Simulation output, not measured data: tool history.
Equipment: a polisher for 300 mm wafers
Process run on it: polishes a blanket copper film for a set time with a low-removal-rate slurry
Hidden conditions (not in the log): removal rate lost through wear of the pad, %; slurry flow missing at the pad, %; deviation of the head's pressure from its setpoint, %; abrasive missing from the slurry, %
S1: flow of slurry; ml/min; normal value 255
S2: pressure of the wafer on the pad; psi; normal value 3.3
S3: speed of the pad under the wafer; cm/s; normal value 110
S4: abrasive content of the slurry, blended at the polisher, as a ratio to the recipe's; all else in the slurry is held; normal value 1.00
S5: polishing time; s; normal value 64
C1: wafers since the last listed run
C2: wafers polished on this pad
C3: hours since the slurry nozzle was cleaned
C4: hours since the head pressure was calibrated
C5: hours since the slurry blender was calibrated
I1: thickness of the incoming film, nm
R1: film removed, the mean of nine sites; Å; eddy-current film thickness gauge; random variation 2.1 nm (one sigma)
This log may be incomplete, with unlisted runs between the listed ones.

| run | hour | S1 | S2 | S3 | S4 | S5 | C1 | C2 | C3 | C4 | C5 | I1 | R1 |
|---|---|---|---|---|---|---|---|---|---|---|---|---|---|
| 1 | 0.0 | 255 | 3.3 | 110 | 0.85 | 64 | 0 | 1149 | 39.2 | 494.1 | 124.5 | 899.4 | 2233 |
| 2 | 34.9 | 255 | 3.3 | 110 | 0.85 | 64 | 275 | 1425 | 74.1 | 529.0 | 159.4 | 904.1 | 2232 |
| 3 | 53.5 | 255 | 3.3 | 110 | 1.00 | 50 | 147 | 1572 | 92.7 | 547.6 | 178.0 | 907.3 | 1844 |
| 4 | 68.3 | 255 | 3.3 | 110 | 1.00 | 50 | 117 | 1689 | 107.5 | 562.4 | 192.8 | 910.2 | 1816 |
|  | 75.2 | head pressure recalibrated |
|  | 93.3 | slurry blender recalibrated |
|  | 102.5 | worn pad replaced by a new one |
| 5 | 103.0 | 255 | 3.3 | 110 | 1.00 | 50 | 211 | 4 | 142.2 | 27.8 | 9.7 | 913.9 | 1807 |
| 6 | 120.1 | 255 | 3.3 | 110 | 1.00 | 64 | 135 | 139 | 159.3 | 44.9 | 26.8 | 908.4 | 2371 |
| 7 | 153.2 | 255 | 3.3 | 110 | 1.00 | 64 | 261 | 401 | 192.4 | 78.0 | 59.9 | 911.7 | 2328 |
| 8 | 168.0 | 255 | 3.3 | 110 | 1.00 | 64 | 117 | 518 | 207.2 | 92.8 | 74.7 | 899.9 | 2326 |
| 9 | 269.7 | 255 | 3.3 | 110 | 1.00 | 64 | 804 | 1322 | 308.9 | 194.5 | 176.4 | 915.1 | 2336 |
| 10 | 300.3 | 255 | 3.3 | 110 | 1.00 | 64 | 241 | 1564 | 339.5 | 225.1 | 207.0 | 883.5 | 2343 |
| 11 | 318.8 | 255 | 3.3 | 110 | 1.25 | 64 | 146 | 1710 | 358.0 | 243.6 | 225.5 | 900.8 | 2459 |
|  | 331.0 | slurry blender recalibrated |
| 12 | 338.0 | 185 | 3.3 | 110 | 1.00 | 64 | 135 | 1846 | 377.2 | 262.8 | 7.0 | 909.9 | 2271 |
| 13 | 370.2 | 180 | 2.2 | 110 | 1.00 | 64 | 254 | 2101 | 409.4 | 295.0 | 39.2 | 884.2 | 1459 |
|  | 378.7 | worn pad replaced by a new one |
|  | 380.6 | slurry nozzle cleaned |
| 14 | 404.4 | 255 | 3.3 | 110 | 1.00 | 64 | 230 | 195 | 23.8 | 329.2 | 73.4 | 894.7 | 2389 |
| 15 | 418.3 | 165 | 3.3 | 110 | 1.00 | 74 | 109 | 305 | 37.7 | 343.1 | 87.3 | 902.8 | 2562 |
| 16 | 431.7 | 255 | 3.3 | 84 | 0.80 | 64 | 105 | 411 | 51.1 | 356.5 | 100.7 | 902.2 | 1759 |
| 17 | 457.4 | 255 | 3.3 | 110 | 1.00 | 64 | 203 | 614 | 76.8 | 382.2 | 126.4 | 902.2 | 2385 |
|  | 547.5 | slurry blender recalibrated |
| 18 | 557.0 | 255 | 2.7 | 110 | 1.00 | 64 | 771 | 1386 | 176.4 | 481.8 | 9.5 | 909.6 | 1912 |
| 19 | 577.9 | 300 | 4.4 | 76 | 1.00 | 53 | 165 | 1551 | 197.3 | 502.7 | 30.4 | 900.1 | 1962 |
| 20 | 604.5 | 255 | 3.3 | 72 | 1.00 | 45 | 210 | 1761 | 223.9 | 529.3 | 57.0 | 904.0 | 1169 |

Run 21 is up next; what results do you expect?
|  | 617.2 | worn pad replaced by a new one |
| 21 | 631.6 | 165 | 3.3 | 110 | 1.00 | 74 | 182 | 113 | 251.0 | 556.4 | 84.1 | 898.3 | ? |

R1: 2584 Å
Were there no unlogged condition in the tool, this run, its random variation unchanged, would have produced R1 2584 Å.

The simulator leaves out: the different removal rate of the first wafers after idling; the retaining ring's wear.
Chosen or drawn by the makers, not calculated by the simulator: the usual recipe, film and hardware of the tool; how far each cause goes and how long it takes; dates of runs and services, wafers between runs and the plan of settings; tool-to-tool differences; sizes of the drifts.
